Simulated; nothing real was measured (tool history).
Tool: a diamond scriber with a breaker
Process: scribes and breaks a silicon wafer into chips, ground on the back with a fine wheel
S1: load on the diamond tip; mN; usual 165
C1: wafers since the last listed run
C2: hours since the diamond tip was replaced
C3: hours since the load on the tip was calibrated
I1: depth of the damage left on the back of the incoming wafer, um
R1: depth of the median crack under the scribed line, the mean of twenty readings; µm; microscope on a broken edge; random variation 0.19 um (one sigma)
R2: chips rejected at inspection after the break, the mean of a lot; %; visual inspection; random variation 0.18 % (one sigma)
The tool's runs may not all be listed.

run    hour   S1   C1     C2      C3    I1     R1    R2
  1       0  203    0  143.5     454  2.71  12.03  5.05
  2    40.1  165  116  183.6   494.1  2.46  10.51  2.86
  3    76.2  165  104  219.7   530.2  2.61  10.65  2.89
  4     127  165  147  270.5     581  2.04   10.7  2.36
  5   194.9  177  196  338.4   648.9  2.27  11.01  2.62
  6   235.4  144  117  378.9   689.4  2.06  10.05  3.29
  7   277.5  165  122    421   731.5  2.38   10.7  2.35
  8   315.9  165  111  459.4   769.9  1.91  10.77  1.79
      333.8  -- diamond tip replaced by a new one
  9   354.2  165  105   20.4   808.2  1.57  10.51  1.58
 10   382.8  165   82     49   836.8  1.68  10.57  1.99
 11   449.3  165  192  115.5   903.3  2.32   10.3  2.68
 12   520.4  165  206  186.6   974.4  2.51  10.71  2.72
 13     585  165  187  251.2    1039  1.75  10.89  1.89
 14   610.3  165   73  276.5  1064.3  1.71  10.83  1.97
 15   639.5  165   84  305.7  1093.5  1.91  10.88  2.21
 16   678.8  181  113    345  1132.8  2.09  11.17   2.4
      744.8  -- diamond tip replaced by a new one
 17   745.3  179  187    0.5  1199.3  2.62  11.07  3.23
      781.5  -- load on the tip recalibrated
 18   793.9  183  135   49.1    12.4  2.63  11.18   3.2
 19   830.7  126  106   85.9    49.2  2.13   9.24  5.74
 20   861.7  140   89  116.9    80.2  2.72   9.92  4.91
 21   893.7  115   92  148.9   112.2  2.01   8.88  6.37
 22   924.5  165   89  179.7     143  2.73   10.8  3.52
 23   990.1  165  190  245.3   208.6  1.68   10.8  1.89
 24  1039.7  165  143  294.9   258.2  1.94  10.19  1.99
 25  1082.6  188  124  337.8   301.1  2.76  11.28  3.96
     1236.9  -- diamond tip replaced by a new one
 26  1273.3  136  547   36.4   491.8  2.13   9.61  3.79
 27  1304.8  187   91   67.9   523.3  2.87  11.03  3.28
 28    1365  165  174  128.1   583.5  2.75  10.76  2.97
 29  1404.5  165  114  167.6     623  2.16  10.54  2.26
 30  1433.1  131   82  196.2   651.6  1.93   9.62  4.32
 31  1521.1  165  255  284.2   739.6   2.6  10.63  3.27
 32  1570.7  195  143  333.8   789.2  2.75  11.75  4.26
 33  1625.8  185  159  388.9   844.3  1.79  11.79  2.57
 34  1675.9  132  145    439   894.4  2.14   9.65  4.39
 35  1703.2  165   79  466.3   921.7  2.19  10.58  2.26
     1736.3  -- diamond tip replaced by a new one
 36    1740  165  100    3.7   958.5  2.89  10.59  3.51
 37  1765.8  134   74   29.5   984.3  2.47   9.54  5.76
 38  1797.6  165   92   61.3  1016.1  2.89  10.53  3.49
 39    1824  146   76   87.7  1042.5  2.92  10.14  4.14
 40  1885.9  194  179  149.6  1104.4  1.52  11.36  2.92
 41  1955.6  128  202  219.3  1174.1  2.14   9.65   5.2

Hidden state at the last listed run before each entry between runs and at the first one after, where it differs:
Between runs 8 and 9: diamond tip replaced by a new one (hour 333.8)
  no hidden state differs between the two runs
Between runs 16 and 17: diamond tip replaced by a new one (hour 744.8)
  no hidden state differs between the two runs
Between runs 17 and 18: load on the tip recalibrated (hour 781.5)
  no hidden state differs between the two runs
Between runs 25 and 26: diamond tip replaced by a new one (hour 1236.9)
  no hidden state differs between the two runs
Between runs 35 and 36: diamond tip replaced by a new one (hour 1736.3)
  no hidden state differs between the two runs
